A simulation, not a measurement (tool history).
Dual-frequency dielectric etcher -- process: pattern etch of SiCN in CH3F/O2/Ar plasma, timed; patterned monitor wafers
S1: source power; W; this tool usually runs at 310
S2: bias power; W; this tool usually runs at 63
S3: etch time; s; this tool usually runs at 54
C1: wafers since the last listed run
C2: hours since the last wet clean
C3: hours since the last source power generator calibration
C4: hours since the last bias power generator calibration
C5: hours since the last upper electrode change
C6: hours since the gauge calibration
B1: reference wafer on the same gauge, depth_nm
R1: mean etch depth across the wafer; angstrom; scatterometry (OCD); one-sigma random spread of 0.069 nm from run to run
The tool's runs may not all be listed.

run	hour	S1	S2	S3	C1	C2	C3	C4	C5	C6	B1	R1
1	0	310	63	54	0	72.7	1011.7	1793.1	3046.2	1231.2	17.79	178.5
2	98.7	310	63	54	772	171.4	1110.4	1891.8	3144.9	1329.9	17.8	176.4
3	138.9	310	63	54	314	211.6	1150.6	1932	3185.1	1370.1	17.82	175.5
# hour 183.3: gauge calibrated
4	222.8	310	63	54	656	295.5	1234.5	2015.9	3269	39.5	17.78	173.8
5	302.8	310	63	54	625	375.5	1314.5	2095.9	3349	119.5	17.82	174
# hour 390.2: bias power generator calibrated
6	408.6	310	69	64.5	796	481.3	1420.3	18.4	3454.8	225.3	17.78	213
# hour 480.7: wet clean of the chamber
7	481.2	310	69	64.5	380	0.5	1492.9	91	3527.4	297.9	17.78	219.8
8	580.4	310	69	64.5	775	99.7	1592.1	190.2	3626.6	397.1	17.8	217.8
9	619.3	310	63	54	304	138.6	1631	229.1	3665.5	436	17.82	178.1
10	672.2	350	73	54	413	191.5	1683.9	282	3718.4	488.9	17.77	192.5
11	734	310	63	54	483	253.3	1745.7	343.8	3780.2	550.7	17.79	175.6
# hour 850.2: upper electrode replaced
12	850.7	380	56	40	725	370	1862.4	460.5	0.5	667.4	17.81	135.3
13	880.6	310	63	54	233	399.9	1892.3	490.4	30.4	697.3	17.79	171.7
14	954.8	340	47	54	580	474.1	1966.5	564.6	104.6	771.5	17.82	165.8
# hour 1020: source power generator calibrated
15	1023.8	310	63	54	508	543.1	3.8	633.6	173.6	840.5	17.83	171.7
# hour 1106.9: wet clean of the chamber
16	1112.5	310	63	42.5	506	5.6	92.5	722.3	262.3	929.2	17.79	141.9
17	1205.3	310	63	47	725	98.4	185.3	815.1	355.1	1022	17.82	155.1
18	1305.5	280	72	54	783	198.6	285.5	915.3	455.3	1122.2	17.81	177.7
19	1352.5	270	74	39	367	245.6	332.5	962.3	502.3	1169.2	17.82	125.9
20	1435.2	390	73	54	646	328.3	415.2	1045	585	1251.9	17.82	198.7
21	1485.2	270	53	48.5	391	378.3	465.2	1095	635	1301.9	17.84	142.2
# hour 1577.3: gauge calibrated
22	1579.4	310	63	54	736	472.5	559.4	1189.2	729.2	2.1	17.82	173.9
# hour 1630.2: wet clean of the chamber
23	1662.4	310	63	54	461	32.2	642.4	1272.2	812.2	85.1	17.81	179.3
24	1713.1	350	54	44.5	396	82.9	693.1	1322.9	862.9	135.8	17.8	148.7
25	1796.9	310	63	54	655	166.7	776.9	1406.7	946.7	219.6	17.8	178
26	1860	310	58	65	493	229.8	840	1469.8	1009.8	282.7	17.77	207.3
27	1962.1	350	68	62	798	331.9	942.1	1571.9	1111.9	384.8	17.8	214.5
28	2040.5	290	63	49	613	410.3	1020.5	1650.3	1190.3	463.2	17.81	153
# hour 2135.6: wet clean of the chamber
29	2136.1	330	63	54	560	0.5	1116.1	1745.9	1285.9	558.8	17.82	183.6
30	2208.4	340	52	54	565	72.8	1188.4	1818.2	1358.2	631.1	17.79	175.5

3 options for the next run, each taken on its own from the tool as it stands now. Forecast them:
A	2208.8	310	67	54	3	73.2	1188.8	1818.6	1358.6	631.5	?	?
B	2208.8	370	63	54	3	73.2	1188.8	1818.6	1358.6	631.5	?	?
C	2208.8	340	47	67	3	73.2	1188.8	1818.6	1358.6	631.5	?	?

run	B1	R1
A	17.81	180.1
B	17.81	189.4
C	17.81	212.3
Stripped of hidden state, with their random variation kept, the same runs would have yielded:
run	R1
A	183.6
B	193
C	216.3
